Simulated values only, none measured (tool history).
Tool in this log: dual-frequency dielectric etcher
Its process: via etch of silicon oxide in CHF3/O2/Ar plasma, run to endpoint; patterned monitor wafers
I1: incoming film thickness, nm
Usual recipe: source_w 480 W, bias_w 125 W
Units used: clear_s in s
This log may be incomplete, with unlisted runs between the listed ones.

run 1 hour=0 | source_w=480 bias_w=125 | I1=813 | clear_s=532.8
run 2 hour=48.5 | source_w=480 bias_w=125 | I1=809.5 | clear_s=542.5
run 3 hour=89.4 | source_w=480 bias_w=125 | I1=818.1 | clear_s=539
run 4 hour=140.5 | source_w=480 bias_w=125 | I1=812.9 | clear_s=539.3
-- hour=170.7 upper electrode replaced
-- hour=225.7 wet clean of the chamber
run 5 hour=305 | source_w=480 bias_w=125 | I1=808.5 | clear_s=539.4
run 6 hour=343.4 | source_w=480 bias_w=125 | I1=808.6 | clear_s=533.2
run 7 hour=384 | source_w=530 bias_w=110 | I1=810.9 | clear_s=536.5
run 8 hour=438.2 | source_w=570 bias_w=125 | I1=814.3 | clear_s=500.7
run 9 hour=479.8 | source_w=480 bias_w=125 | I1=809.2 | clear_s=532.5
run 10 hour=530 | source_w=540 bias_w=125 | I1=813.4 | clear_s=513
run 11 hour=592.8 | source_w=540 bias_w=125 | I1=814.9 | clear_s=512.1
run 12 hour=655 | source_w=420 bias_w=125 | I1=810.7 | clear_s=574.6
run 13 hour=681.6 | source_w=560 bias_w=96 | I1=822.1 | clear_s=560
run 14 hour=744.5 | source_w=450 bias_w=103 | I1=810.4 | clear_s=596.3
run 15 hour=773.3 | source_w=550 bias_w=101 | I1=812.9 | clear_s=552.1
-- hour=813.5 wet clean of the chamber
run 16 hour=814 | source_w=480 bias_w=125 | I1=809.9 | clear_s=541.6
run 17 hour=867.5 | source_w=480 bias_w=125 | I1=817.3 | clear_s=546.4
run 18 hour=905.5 | source_w=480 bias_w=125 | I1=809.3 | clear_s=537.3
run 19 hour=977.4 | source_w=390 bias_w=113 | I1=817.3 | clear_s=621.5
run 20 hour=1045.8 | source_w=380 bias_w=108 | I1=818 | clear_s=644.8
-- hour=1052.7 source power generator calibrated
-- hour=1067.8 bias power generator calibrated
run 21 hour=1094.1 | source_w=400 bias_w=99 | I1=813.6 | clear_s=639.6
run 22 hour=1153.1 | source_w=420 bias_w=125 | I1=809.3 | clear_s=571.9
run 23 hour=1214 | source_w=480 bias_w=125 | I1=815.4 | clear_s=535.7
run 24 hour=1244.1 | source_w=440 bias_w=102 | I1=805.5 | clear_s=607.1
run 25 hour=1292.6 | source_w=480 bias_w=145 | I1=816.4 | clear_s=508.6
run 26 hour=1334.7 | source_w=480 bias_w=125 | I1=812.8 | clear_s=534.9
run 27 hour=1395.9 | source_w=410 bias_w=96 | I1=812.1 | clear_s=645.5
-- hour=1430.5 wet clean of the chamber
run 28 hour=1468.3 | source_w=480 bias_w=125 | I1=805.8 | clear_s=532.3
run 29 hour=1525.3 | source_w=390 bias_w=125 | I1=816.4 | clear_s=589.8
run 30 hour=1573.3 | source_w=480 bias_w=125 | I1=812.4 | clear_s=543.5
run 31 hour=1634.3 | source_w=480 bias_w=125 | I1=807.9 | clear_s=530.2
run 32 hour=1684.2 | source_w=480 bias_w=138 | I1=810.7 | clear_s=517.9
run 33 hour=1741.1 | source_w=480 bias_w=125 | I1=810.5 | clear_s=536.5
run 34 hour=1784.5 | source_w=480 bias_w=148 | I1=815.7 | clear_s=511.1

Forecast run 35:
run 35 hour=1813.7 | source_w=430 bias_w=134 | I1=808.6 | clear_s=?

Run 35 yielded clear_s 551.4 s.
Without the tool's hidden state the same run would have given clear_s 551.4 s.

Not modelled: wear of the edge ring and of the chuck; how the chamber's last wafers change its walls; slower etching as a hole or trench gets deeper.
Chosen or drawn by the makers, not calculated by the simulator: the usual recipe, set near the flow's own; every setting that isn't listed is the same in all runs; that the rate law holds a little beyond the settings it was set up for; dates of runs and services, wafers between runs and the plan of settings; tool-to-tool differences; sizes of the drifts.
